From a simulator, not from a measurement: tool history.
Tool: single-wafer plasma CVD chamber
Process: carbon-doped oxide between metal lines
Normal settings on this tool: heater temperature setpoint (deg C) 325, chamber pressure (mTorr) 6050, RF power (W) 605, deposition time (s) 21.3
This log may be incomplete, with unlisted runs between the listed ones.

run	hour	heater temperature setpoint (deg C)	chamber pressure (mTorr)	RF power (W)	deposition time (s)	read-back reference wafer on the same gauge, thickness_nm	mean film thickness on the monitor wafer (angstrom)
1	0	325	6050	605	21.3	159.018	1344.26
2	101.7	325	6050	605	21.3	158.996	1347.72
3	190.8	325	6050	605	21.3	159.021	1341.43
4	243.4	325	7230	605	21.3	159.057	1355.1
5	350.6	325	6050	605	21.3	159.05	1343.66
6	400.3	325	6050	535	21.3	159.068	1196.14
7	478.1	325	6050	535	21.3	158.994	1196.44
# hour 490.7: thermocouple changed; heater temperature recalibrated
8	514.6	325	6050	605	21.3	159.021	1373.53
9	596.7	325	5350	605	21.3	158.995	1354.7
10	693.1	325	5350	605	21.3	159.038	1352.31
11	739.8	325	6050	605	21.3	159.063	1364.1
12	816.1	325	6050	605	21.3	158.962	1361.72
13	912.7	325	6050	605	21.3	159.084	1354.98
14	962.7	314	6880	570	25.2	159.055	1589.9
15	1013.8	333	5580	530	22.9	158.946	1247
16	1050.5	325	6050	695	21.3	158.935	1518.6
# hour 1069.7: showerhead replaced
# hour 1072.6: capacitance manometer re-zeroed and calibrated
17	1154.9	317	5200	605	21.3	158.98	1373.22
18	1244.7	339	7050	515	24	158.953	1247.7
19	1300.4	321	4580	675	21.3	158.953	1466.9
# hour 1321.5: RF generator calibrated
20	1354.1	319	6050	605	25.1	159.052	1639.19
21	1454.3	325	6050	645	25.2	158.967	1697.02
# hour 1460.6: gauge calibrated
22	1554.7	325	5350	605	21.3	159.007	1344.64
23	1631.2	317	6050	605	23.2	159.038	1519.09
24	1685.3	313	5330	700	21.3	159.052	1589.6
25	1733.6	325	6050	605	21.3	158.992	1364.09
26	1832.5	332	6050	605	21.3	158.909	1324.17
27	1885	325	6500	690	21.3	159.06	1517.77

5 ways to go on from here, each from the tool as it stands after run 27. What would each give?
A	1885.4	325	6050	605	21.3	?	?
B	1885.4	325	6050	695	18.8	?	?
C	1885.4	325	7110	710	17.1	?	?
D	1885.4	334	4700	605	21.3	?	?
E	1885.4	317	6050	705	23.4	?	?

run	read-back reference wafer on the same gauge, thickness_nm	mean film thickness on the monitor wafer (angstrom)
A	159.128	1356.94
B	159.128	1351.52
C	159.128	1265.39
D	159.128	1293.96
E	159.128	1744.63
With no hidden state in the tool, these same runs would have given:
run	mean film thickness on the monitor wafer (angstrom)
A	1380.32
B	1374.72
C	1287.11
D	1314.47
E	1777
